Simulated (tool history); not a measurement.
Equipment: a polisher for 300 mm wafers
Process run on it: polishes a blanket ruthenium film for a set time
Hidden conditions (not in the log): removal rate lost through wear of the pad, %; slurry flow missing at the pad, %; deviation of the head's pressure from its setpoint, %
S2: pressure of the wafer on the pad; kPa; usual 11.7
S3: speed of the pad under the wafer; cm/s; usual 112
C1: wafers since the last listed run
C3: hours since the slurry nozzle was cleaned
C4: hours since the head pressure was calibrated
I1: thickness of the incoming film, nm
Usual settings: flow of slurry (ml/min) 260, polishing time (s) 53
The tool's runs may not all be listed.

run 1 hour=0 | flow_of_slurry_(ml/min)=260 S2=11.7 S3=112 polishing_time_(s)=53 | C1=0 wafers_polished_on_this_pad=1204 C3=105.9 C4=782.9 | I1=323.4 | film_removed_(nm)=50.5
run 2 hour=25.9 | flow_of_slurry_(ml/min)=260 S2=11.7 S3=112 polishing_time_(s)=53 | C1=213 wafers_polished_on_this_pad=1418 C3=131.8 C4=808.8 | I1=328.2 | film_removed_(nm)=50.1
run 3 hour=59.9 | flow_of_slurry_(ml/min)=260 S2=11.7 S3=112 polishing_time_(s)=53 | C1=280 wafers_polished_on_this_pad=1698 C3=165.8 C4=842.8 | I1=331 | film_removed_(nm)=50.1
run 4 hour=87.8 | flow_of_slurry_(ml/min)=260 S2=11.7 S3=112 polishing_time_(s)=53 | C1=230 wafers_polished_on_this_pad=1929 C3=193.7 C4=870.7 | I1=323.8 | film_removed_(nm)=51
-- hour=97.6 worn pad replaced by a new one
run 5 hour=102.4 | flow_of_slurry_(ml/min)=260 S2=11.7 S3=138 polishing_time_(s)=53 | C1=87 wafers_polished_on_this_pad=39 C3=208.3 C4=885.3 | I1=327.1 | film_removed_(nm)=60.8
run 6 hour=138 | flow_of_slurry_(ml/min)=260 S2=11.7 S3=138 polishing_time_(s)=53 | C1=293 wafers_polished_on_this_pad=333 C3=243.9 C4=920.9 | I1=330.7 | film_removed_(nm)=61
run 7 hour=170.1 | flow_of_slurry_(ml/min)=290 S2=11.7 S3=112 polishing_time_(s)=53 | C1=264 wafers_polished_on_this_pad=598 C3=276 C4=953 | I1=326.7 | film_removed_(nm)=50.1
run 8 hour=196.5 | flow_of_slurry_(ml/min)=295 S2=11.7 S3=112 polishing_time_(s)=53 | C1=217 wafers_polished_on_this_pad=816 C3=302.4 C4=979.4 | I1=333.6 | film_removed_(nm)=49.8
run 9 hour=232 | flow_of_slurry_(ml/min)=260 S2=11.7 S3=112 polishing_time_(s)=58 | C1=293 wafers_polished_on_this_pad=1109 C3=337.9 C4=1014.9 | I1=325 | film_removed_(nm)=53.8
run 10 hour=245.9 | flow_of_slurry_(ml/min)=285 S2=11.7 S3=112 polishing_time_(s)=53 | C1=114 wafers_polished_on_this_pad=1224 C3=351.8 C4=1028.8 | I1=336.7 | film_removed_(nm)=49.2
run 11 hour=261.3 | flow_of_slurry_(ml/min)=260 S2=11.7 S3=112 polishing_time_(s)=53 | C1=127 wafers_polished_on_this_pad=1351 C3=367.2 C4=1044.2 | I1=330.1 | film_removed_(nm)=50.2
run 12 hour=276.9 | flow_of_slurry_(ml/min)=260 S2=11.7 S3=112 polishing_time_(s)=53 | C1=128 wafers_polished_on_this_pad=1480 C3=382.8 C4=1059.8 | I1=336.4 | film_removed_(nm)=48.2
run 13 hour=303.7 | flow_of_slurry_(ml/min)=260 S2=12.4 S3=112 polishing_time_(s)=53 | C1=221 wafers_polished_on_this_pad=1701 C3=409.6 C4=1086.6 | I1=326.3 | film_removed_(nm)=50.7
run 14 hour=322.7 | flow_of_slurry_(ml/min)=305 S2=11.7 S3=112 polishing_time_(s)=53 | C1=156 wafers_polished_on_this_pad=1858 C3=428.6 C4=1105.6 | I1=328.9 | film_removed_(nm)=50.6
run 15 hour=337.7 | flow_of_slurry_(ml/min)=305 S2=11.7 S3=112 polishing_time_(s)=53 | C1=123 wafers_polished_on_this_pad=1981 C3=443.6 C4=1120.6 | I1=329.6 | film_removed_(nm)=51
-- hour=344.6 worn pad replaced by a new one
run 16 hour=369.2 | flow_of_slurry_(ml/min)=260 S2=11.7 S3=90 polishing_time_(s)=53 | C1=227 wafers_polished_on_this_pad=203 C3=475.1 C4=1152.1 | I1=329.3 | film_removed_(nm)=38.1
run 17 hour=392.9 | flow_of_slurry_(ml/min)=260 S2=15.2 S3=142 polishing_time_(s)=53 | C1=195 wafers_polished_on_this_pad=398 C3=498.8 C4=1175.8 | I1=323.5 | film_removed_(nm)=72.6
run 18 hour=422.6 | flow_of_slurry_(ml/min)=260 S2=7.6 S3=112 polishing_time_(s)=58 | C1=245 wafers_polished_on_this_pad=643 C3=528.5 C4=1205.5 | I1=333.7 | film_removed_(nm)=41.5
run 19 hour=450.4 | flow_of_slurry_(ml/min)=260 S2=11.7 S3=112 polishing_time_(s)=64 | C1=229 wafers_polished_on_this_pad=873 C3=556.3 C4=1233.3 | I1=331.8 | film_removed_(nm)=59
run 20 hour=486.1 | flow_of_slurry_(ml/min)=260 S2=7.6 S3=112 polishing_time_(s)=53 | C1=294 wafers_polished_on_this_pad=1168 C3=592 C4=1269 | I1=333.9 | film_removed_(nm)=37.6
run 21 hour=507 | flow_of_slurry_(ml/min)=260 S2=11.7 S3=112 polishing_time_(s)=53 | C1=172 wafers_polished_on_this_pad=1340 C3=612.9 C4=1289.9 | I1=329.7 | film_removed_(nm)=48.1
run 22 hour=531.6 | flow_of_slurry_(ml/min)=170 S2=14.5 S3=112 polishing_time_(s)=53 | C1=203 wafers_polished_on_this_pad=1543 C3=637.5 C4=1314.5 | I1=326.8 | film_removed_(nm)=49.3
-- hour=538.3 worn pad replaced by a new one
run 23 hour=553 | flow_of_slurry_(ml/min)=315 S2=7.6 S3=112 polishing_time_(s)=53 | C1=143 wafers_polished_on_this_pad=121 C3=658.9 C4=1335.9 | I1=335.2 | film_removed_(nm)=39.5
-- hour=575.6 slurry nozzle cleaned
run 24 hour=578.4 | flow_of_slurry_(ml/min)=300 S2=13.1 S3=138 polishing_time_(s)=66 | C1=201 wafers_polished_on_this_pad=323 C3=2.8 C4=1361.3 | I1=333.1 | film_removed_(nm)=86.6
run 25 hour=601.8 | flow_of_slurry_(ml/min)=260 S2=11.7 S3=112 polishing_time_(s)=53 | C1=193 wafers_polished_on_this_pad=516 C3=26.2 C4=1384.7 | I1=334.2 | film_removed_(nm)=53.2
run 26 hour=630.3 | flow_of_slurry_(ml/min)=260 S2=11.7 S3=112 polishing_time_(s)=53 | C1=235 wafers_polished_on_this_pad=751 C3=54.7 C4=1413.2 | I1=335.6 | film_removed_(nm)=52.6
-- hour=634.1 head pressure recalibrated
run 27 hour=657.4 | flow_of_slurry_(ml/min)=260 S2=11.7 S3=112 polishing_time_(s)=53 | C1=207 wafers_polished_on_this_pad=958 C3=81.8 C4=23.3 | I1=327.4 | film_removed_(nm)=51.5
run 28 hour=690 | flow_of_slurry_(ml/min)=260 S2=11.7 S3=112 polishing_time_(s)=48 | C1=269 wafers_polished_on_this_pad=1227 C3=114.4 C4=55.9 | I1=327.4 | film_removed_(nm)=46
run 29 hour=706.1 | flow_of_slurry_(ml/min)=260 S2=11.7 S3=112 polishing_time_(s)=53 | C1=132 wafers_polished_on_this_pad=1360 C3=130.5 C4=72 | I1=331.2 | film_removed_(nm)=51.4
run 30 hour=737.2 | flow_of_slurry_(ml/min)=185 S2=11.7 S3=142 polishing_time_(s)=53 | C1=256 wafers_polished_on_this_pad=1617 C3=161.6 C4=103.1 | I1=329.2 | film_removed_(nm)=59.4
run 31 hour=770.7 | flow_of_slurry_(ml/min)=180 S2=11.7 S3=112 polishing_time_(s)=45 | C1=276 wafers_polished_on_this_pad=1894 C3=195.1 C4=136.6 | I1=331.4 | film_removed_(nm)=39.1
-- hour=777 worn pad replaced by a new one
run 32 hour=805.9 | flow_of_slurry_(ml/min)=260 S2=11.7 S3=112 polishing_time_(s)=53 | C1=257 wafers_polished_on_this_pad=238 C3=230.3 C4=171.8 | I1=331.6 | film_removed_(nm)=51.6
run 33 hour=827.7 | flow_of_slurry_(ml/min)=260 S2=11.7 S3=74 polishing_time_(s)=64 | C1=179 wafers_polished_on_this_pad=418 C3=252.1 C4=193.6 | I1=329.1 | film_removed_(nm)=40.1
run 34 hour=842.5 | flow_of_slurry_(ml/min)=260 S2=11.7 S3=76 polishing_time_(s)=53 | C1=122 wafers_polished_on_this_pad=540 C3=266.9 C4=208.4 | I1=326.5 | film_removed_(nm)=34.2
run 35 hour=865.7 | flow_of_slurry_(ml/min)=305 S2=11.7 S3=112 polishing_time_(s)=53 | C1=191 wafers_polished_on_this_pad=732 C3=290.1 C4=231.6 | I1=323.5 | film_removed_(nm)=50.6
run 36 hour=878.8 | flow_of_slurry_(ml/min)=260 S2=11.7 S3=112 polishing_time_(s)=63 | C1=108 wafers_polished_on_this_pad=840 C3=303.2 C4=244.7 | I1=335.1 | film_removed_(nm)=58.2
run 37 hour=902.4 | flow_of_slurry_(ml/min)=210 S2=13.8 S3=92 polishing_time_(s)=65 | C1=194 wafers_polished_on_this_pad=1035 C3=326.8 C4=268.3 | I1=331.4 | film_removed_(nm)=52
run 38 hour=917.8 | flow_of_slurry_(ml/min)=260 S2=9 S3=80 polishing_time_(s)=53 | C1=127 wafers_polished_on_this_pad=1162 C3=342.2 C4=283.7 | I1=326.9 | film_removed_(nm)=29.7

Here are 3 independent what-if runs from the current tool condition. What would each one return?
run A hour=918.2 | flow_of_slurry_(ml/min)=260 S2=11.7 S3=130 polishing_time_(s)=53 | C1=3 wafers_polished_on_this_pad=1165 C3=342.6 C4=284.1 | I1=327.7 | film_removed_(nm)=?
run B hour=918.2 | flow_of_slurry_(ml/min)=200 S2=15.2 S3=150 polishing_time_(s)=53 | C1=3 wafers_polished_on_this_pad=1165 C3=342.6 C4=284.1 | I1=327.7 | film_removed_(nm)=?
run C hour=918.2 | flow_of_slurry_(ml/min)=260 S2=11.7 S3=86 polishing_time_(s)=66 | C1=3 wafers_polished_on_this_pad=1165 C3=342.6 C4=284.1 | I1=327.7 | film_removed_(nm)=?

run=A film_removed_(nm)=57.7
run=B film_removed_(nm)=74.2
run=C film_removed_(nm)=47.5
Without the tool's hidden state the same runs would have given:
run=A film_removed_(nm)=61.6
run=B film_removed_(nm)=80.7
run=C film_removed_(nm)=50.7
